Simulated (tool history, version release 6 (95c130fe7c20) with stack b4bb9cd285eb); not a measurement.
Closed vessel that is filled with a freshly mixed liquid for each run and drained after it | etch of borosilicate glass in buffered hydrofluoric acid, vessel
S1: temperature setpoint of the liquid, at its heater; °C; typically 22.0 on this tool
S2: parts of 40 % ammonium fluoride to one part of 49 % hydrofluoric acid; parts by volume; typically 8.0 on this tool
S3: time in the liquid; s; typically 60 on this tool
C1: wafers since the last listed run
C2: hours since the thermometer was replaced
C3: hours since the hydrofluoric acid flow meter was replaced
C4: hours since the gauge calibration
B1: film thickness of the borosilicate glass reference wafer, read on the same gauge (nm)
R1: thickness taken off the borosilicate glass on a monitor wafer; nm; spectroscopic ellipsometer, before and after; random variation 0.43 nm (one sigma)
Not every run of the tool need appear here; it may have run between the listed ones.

run	hour	S1	S2	S3	C1	C2	C3	C4	B1	R1
1	0.0	22.0	9.5	60	0	2550.0	2024.0	19.4	110.01	56.55
2	25.3	22.0	9.5	60	3466	2575.3	2049.3	44.7	110.02	56.57
3	45.6	23.5	8.0	60	2781	2595.6	2069.6	65.0	110.05	70.43
4	110.3	23.5	8.0	60	8864	2660.3	2134.3	129.7	109.99	71.29
5	138.7	22.0	8.0	60	3890	2688.7	2162.7	158.1	110.01	65.21
6	173.4	22.0	8.0	60	4754	2723.4	2197.4	192.8	110.03	65.22
7	193.6	22.0	8.0	60	2767	2743.6	2217.6	213.0	110.07	65.27
# hour 214.2: hydrofluoric acid flow meter replaced
8	217.9	22.0	8.0	60	3192	2767.9	3.7	237.3	109.98	76.91
9	281.7	22.0	8.0	60	8740	2831.7	67.5	301.1	109.98	76.82
10	302.4	22.0	8.0	60	2836	2852.4	88.2	321.8	109.95	76.90
11	337.4	22.0	8.0	60	4795	2887.4	123.2	356.8	109.97	77.15
# hour 341.3: thermometer replaced
12	354.5	18.0	6.5	40	2205	13.2	140.3	373.9	109.98	50.87

Run 13 comes next. What will it give?
# hour 361.4: gauge calibrated
13	373.3	20.5	8.0	60	2575	32.0	159.1	11.9	?	?

{"run 13": {"B1": 109.96, "R1": 70.48}}
On a tool with no hidden condition, and with the same random variation, this run would have come out at R1 71.28 nm.

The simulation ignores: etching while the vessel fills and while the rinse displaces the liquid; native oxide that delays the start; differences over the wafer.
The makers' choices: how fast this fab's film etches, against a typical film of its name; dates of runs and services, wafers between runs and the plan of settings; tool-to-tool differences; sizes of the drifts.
